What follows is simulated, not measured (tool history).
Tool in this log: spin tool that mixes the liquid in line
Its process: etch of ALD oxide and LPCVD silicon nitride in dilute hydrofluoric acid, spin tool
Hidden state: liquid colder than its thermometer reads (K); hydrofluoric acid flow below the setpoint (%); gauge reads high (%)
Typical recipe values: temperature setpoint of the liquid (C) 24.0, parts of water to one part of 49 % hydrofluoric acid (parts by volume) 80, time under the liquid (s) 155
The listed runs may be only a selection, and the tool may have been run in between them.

run,day,temperature setpoint of the liquid (C),parts of water to one part of 49 % hydrofluoric acid (parts by volume),time under the liquid (s),wafers since the last listed run,hours since the thermometer was replaced,hours since the hydrofluoric acid flow meter was replaced,hours since the gauge calibration,"read-back film thickness of the ALD oxide reference wafer, read on the same gauge (nm)","read-back film thickness of the LPCVD silicon nitride reference wafer, read on the same gauge (nm)",thickness taken off the ALD oxide on a monitor wafer (Å),thickness taken off the LPCVD silicon nitride on a monitor wafer (Å)
1,0.000,24.0,80,155,0,1014.2,207.7,1099.0,120.00,40.042,194.6,9.23
2,2.954,24.0,80,115,624,1085.1,278.6,1169.9,120.00,40.002,143.4,6.48
3,5.858,24.0,80,180,614,1154.8,348.3,1239.6,120.00,40.015,223.9,10.78
4,8.225,24.0,80,195,500,1211.6,405.1,1296.4,120.00,40.017,241.2,12.49
5,9.417,24.0,80,155,252,1240.2,433.7,1325.0,120.00,40.036,193.4,9.31
6,11.292,24.0,120,155,396,1285.2,478.7,1370.0,120.00,39.981,121.9,6.45
7,12.754,26.5,55,105,309,1320.3,513.8,1405.1,120.01,40.009,215.0,11.37
# day 15.700: hydrofluoric acid flow meter replaced
8,15.721,24.0,105,245,618,1391.5,0.5,1476.3,119.99,40.058,228.9,10.79
9,18.388,19.0,105,180,564,1455.5,64.5,1540.3,119.98,40.004,136.7,6.11
# day 19.517: thermometer replaced
10,21.242,20.0,60,215,594,41.4,133.0,1608.8,120.01,40.024,317.5,12.52
11,24.217,24.0,80,180,629,112.8,204.4,1680.2,120.02,40.014,228.4,11.64
# day 24.596: gauge calibrated
12,26.029,27.0,55,70,383,156.3,247.9,34.4,120.00,39.998,149.4,7.89
13,28.608,19.5,95,80,545,218.2,309.8,96.3,120.01,39.968,69.3,3.14
14,30.308,25.5,80,155,359,259.0,350.6,137.1,120.01,39.969,208.0,10.93
15,33.262,26.5,95,80,624,329.9,421.5,208.0,119.98,39.998,91.0,5.02
16,34.317,25.5,110,110,222,355.2,446.8,233.3,120.02,39.963,101.7,5.39
17,35.462,24.0,80,155,242,382.7,474.3,260.8,120.00,39.997,192.8,8.51
18,37.717,22.0,60,235,476,436.8,528.4,314.9,119.99,40.009,369.1,16.18
# day 38.146: hydrofluoric acid flow meter replaced
19,39.100,24.0,80,70,283,470.0,22.9,348.1,120.00,39.982,89.5,4.73
20,40.588,22.0,45,95,314,505.7,58.6,383.8,120.00,40.025,207.4,9.63
21,42.100,22.0,110,155,319,542.0,94.9,420.1,120.01,40.023,126.5,6.14
22,44.704,28.0,80,215,550,604.5,157.4,482.6,119.99,40.019,322.1,17.35
23,45.862,24.0,55,155,245,632.3,185.2,510.4,119.99,39.997,295.0,13.50
24,54.283,24.0,80,215,1781,834.4,387.3,712.5,120.00,40.023,269.4,13.92
25,56.958,24.0,80,155,565,898.6,451.5,776.7,120.00,40.020,192.0,9.42
26,57.996,24.0,80,155,219,923.5,476.4,801.6,120.01,39.972,194.1,9.47
# day 60.317: hydrofluoric acid flow meter replaced
27,60.992,21.5,100,85,624,995.4,16.2,873.5,120.00,40.006,76.2,3.58

Predict each of these 3 candidate next runs independently; none follows another, all start after run 27:
A,61.012,24.0,80,65,4,995.9,16.7,874.0,?,?,?,?
B,61.012,24.0,50,155,4,995.9,16.7,874.0,?,?,?,?
C,61.012,24.0,60,75,4,995.9,16.7,874.0,?,?,?,?

run,"read-back film thickness of the ALD oxide reference wafer, read on the same gauge (nm)","read-back film thickness of the LPCVD silicon nitride reference wafer, read on the same gauge (nm)",thickness taken off the ALD oxide on a monitor wafer (Å),thickness taken off the LPCVD silicon nitride on a monitor wafer (Å)
A,120.00,40.018,82.2,4.15
B,120.00,40.018,326.1,15.70
C,120.00,40.018,129.8,6.35
What these runs would have given with no unlogged condition in the tool:
run,thickness taken off the ALD oxide on a monitor wafer (Å),thickness taken off the LPCVD silicon nitride on a monitor wafer (Å)
A,82.3,4.16
B,326.6,15.72
C,130.0,6.36
